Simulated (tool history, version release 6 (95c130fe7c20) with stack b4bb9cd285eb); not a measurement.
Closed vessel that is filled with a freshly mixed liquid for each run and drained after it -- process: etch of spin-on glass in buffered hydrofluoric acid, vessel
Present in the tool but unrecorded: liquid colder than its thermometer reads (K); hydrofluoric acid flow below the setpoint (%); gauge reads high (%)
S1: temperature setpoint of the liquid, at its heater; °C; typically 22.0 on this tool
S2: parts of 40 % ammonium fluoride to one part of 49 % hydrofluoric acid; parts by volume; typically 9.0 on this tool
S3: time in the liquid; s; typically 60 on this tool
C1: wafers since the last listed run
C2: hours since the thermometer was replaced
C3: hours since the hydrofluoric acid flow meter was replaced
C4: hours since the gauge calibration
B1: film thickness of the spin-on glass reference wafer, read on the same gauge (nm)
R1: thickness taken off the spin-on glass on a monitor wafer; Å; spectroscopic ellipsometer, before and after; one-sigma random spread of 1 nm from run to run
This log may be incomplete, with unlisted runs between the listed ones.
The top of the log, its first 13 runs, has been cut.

{"run": 14, "hour": 1303.2, "S1": 22.0, "S2": 9.0, "S3": 60, "C1": 4687, "C2": 547.3, "C3": 1332.0, "C4": 1050.4, "B1": 50.0, "R1": 1645.3}
{"run": 15, "hour": 1401.7, "S1": 25.0, "S2": 9.0, "S3": 60, "C1": 10888, "C2": 645.8, "C3": 1430.5, "C4": 1148.9, "B1": 49.97, "R1": 1925.2}
{"run": 16, "hour": 1460.8, "S1": 26.0, "S2": 9.0, "S3": 60, "C1": 6533, "C2": 704.9, "C3": 1489.6, "C4": 1208.0, "B1": 50.03, "R1": 2080.9}
{"hour": 1485.8, "done": "hydrofluoric acid flow meter replaced"}
{"run": 17, "hour": 1544.0, "S1": 20.0, "S2": 11.0, "S3": 85, "C1": 9086, "C2": 788.1, "C3": 58.2, "C4": 1291.2, "B1": 49.95, "R1": 1786.2}
{"run": 18, "hour": 1606.5, "S1": 24.0, "S2": 11.5, "S3": 35, "C1": 6909, "C2": 850.6, "C3": 120.7, "C4": 1353.7, "B1": 50.01, "R1": 868.1}
{"run": 19, "hour": 1669.0, "S1": 22.0, "S2": 9.0, "S3": 60, "C1": 6909, "C2": 913.1, "C3": 183.2, "C4": 1416.2, "B1": 50.03, "R1": 1642.1}
{"run": 20, "hour": 1713.9, "S1": 27.0, "S2": 9.0, "S3": 60, "C1": 4963, "C2": 958.0, "C3": 228.1, "C4": 1461.1, "B1": 50.01, "R1": 2169.8}
{"run": 21, "hour": 1800.5, "S1": 17.5, "S2": 9.0, "S3": 60, "C1": 9573, "C2": 1044.6, "C3": 314.7, "C4": 1547.7, "B1": 50.04, "R1": 1300.2}
{"run": 22, "hour": 1838.2, "S1": 26.0, "S2": 11.5, "S3": 30, "C1": 4167, "C2": 1082.3, "C3": 352.4, "C4": 1585.4, "B1": 50.01, "R1": 841.3}
{"run": 23, "hour": 1883.1, "S1": 22.0, "S2": 9.0, "S3": 60, "C1": 4963, "C2": 1127.2, "C3": 397.3, "C4": 1630.3, "B1": 50.05, "R1": 1646.3}
{"run": 24, "hour": 1985.8, "S1": 19.0, "S2": 8.0, "S3": 60, "C1": 11353, "C2": 1229.9, "C3": 500.0, "C4": 1733.0, "B1": 49.94, "R1": 1601.1}
{"run": 25, "hour": 2045.1, "S1": 22.0, "S2": 9.0, "S3": 70, "C1": 6555, "C2": 1289.2, "C3": 559.3, "C4": 1792.3, "B1": 49.98, "R1": 1940.5}
{"run": 26, "hour": 2134.5, "S1": 22.0, "S2": 9.0, "S3": 85, "C1": 9882, "C2": 1378.6, "C3": 648.7, "C4": 1881.7, "B1": 50.01, "R1": 2321.1}
{"run": 27, "hour": 2190.1, "S1": 22.0, "S2": 9.0, "S3": 60, "C1": 6146, "C2": 1434.2, "C3": 704.3, "C4": 1937.3, "B1": 50.04, "R1": 1652.1}
{"hour": 2240.8, "done": "gauge calibrated"}
{"run": 28, "hour": 2439.0, "S1": 22.0, "S2": 10.0, "S3": 60, "C1": 27515, "C2": 1683.1, "C3": 953.2, "C4": 198.2, "B1": 49.98, "R1": 1541.4}
{"run": 29, "hour": 2626.5, "S1": 22.0, "S2": 11.0, "S3": 60, "C1": 20727, "C2": 1870.6, "C3": 1140.7, "C4": 385.7, "B1": 49.96, "R1": 1422.8}
{"run": 30, "hour": 2718.7, "S1": 18.5, "S2": 6.0, "S3": 35, "C1": 10192, "C2": 1962.8, "C3": 1232.9, "C4": 477.9, "B1": 50.02, "R1": 1185.0}
{"hour": 2753.9, "done": "thermometer replaced"}
{"run": 31, "hour": 2792.0, "S1": 25.0, "S2": 11.0, "S3": 40, "C1": 7992, "C2": 38.1, "C3": 1306.2, "C4": 551.2, "B1": 50.01, "R1": 1102.9}
{"run": 32, "hour": 2867.0, "S1": 22.0, "S2": 9.0, "S3": 60, "C1": 8291, "C2": 113.1, "C3": 1381.2, "C4": 626.2, "B1": 49.97, "R1": 1652.0}

Predict each of these 5 candidate next runs independently; none follows another, all start after run 32:
{"run": "A", "hour": 2867.7, "S1": 22.0, "S2": 9.0, "S3": 75, "C1": 77, "C2": 113.8, "C3": 1381.9, "C4": 626.9, "B1": "?", "R1": "?"}
{"run": "B", "hour": 2867.7, "S1": 22.0, "S2": 12.0, "S3": 60, "C1": 77, "C2": 113.8, "C3": 1381.9, "C4": 626.9, "B1": "?", "R1": "?"}
{"run": "C", "hour": 2867.7, "S1": 24.5, "S2": 12.0, "S3": 60, "C1": 77, "C2": 113.8, "C3": 1381.9, "C4": 626.9, "B1": "?", "R1": "?"}
{"run": "D", "hour": 2867.7, "S1": 26.5, "S2": 9.0, "S3": 50, "C1": 77, "C2": 113.8, "C3": 1381.9, "C4": 626.9, "B1": "?", "R1": "?"}
{"run": "E", "hour": 2867.7, "S1": 24.0, "S2": 6.0, "S3": 60, "C1": 77, "C2": 113.8, "C3": 1381.9, "C4": 626.9, "B1": "?", "R1": "?"}

run=A B1=50.00 R1=2080.0
run=B B1=50.00 R1=1303.6
run=C B1=50.00 R1=1495.1
run=D B1=50.00 R1=1771.3
run=E B1=50.00 R1=2785.7
Stripped of hidden state, with their random variation kept, the same runs would have yielded:
run=A R1=2080.0
run=B R1=1303.6
run=C R1=1495.1
run=D R1=1771.3
run=E R1=2785.7

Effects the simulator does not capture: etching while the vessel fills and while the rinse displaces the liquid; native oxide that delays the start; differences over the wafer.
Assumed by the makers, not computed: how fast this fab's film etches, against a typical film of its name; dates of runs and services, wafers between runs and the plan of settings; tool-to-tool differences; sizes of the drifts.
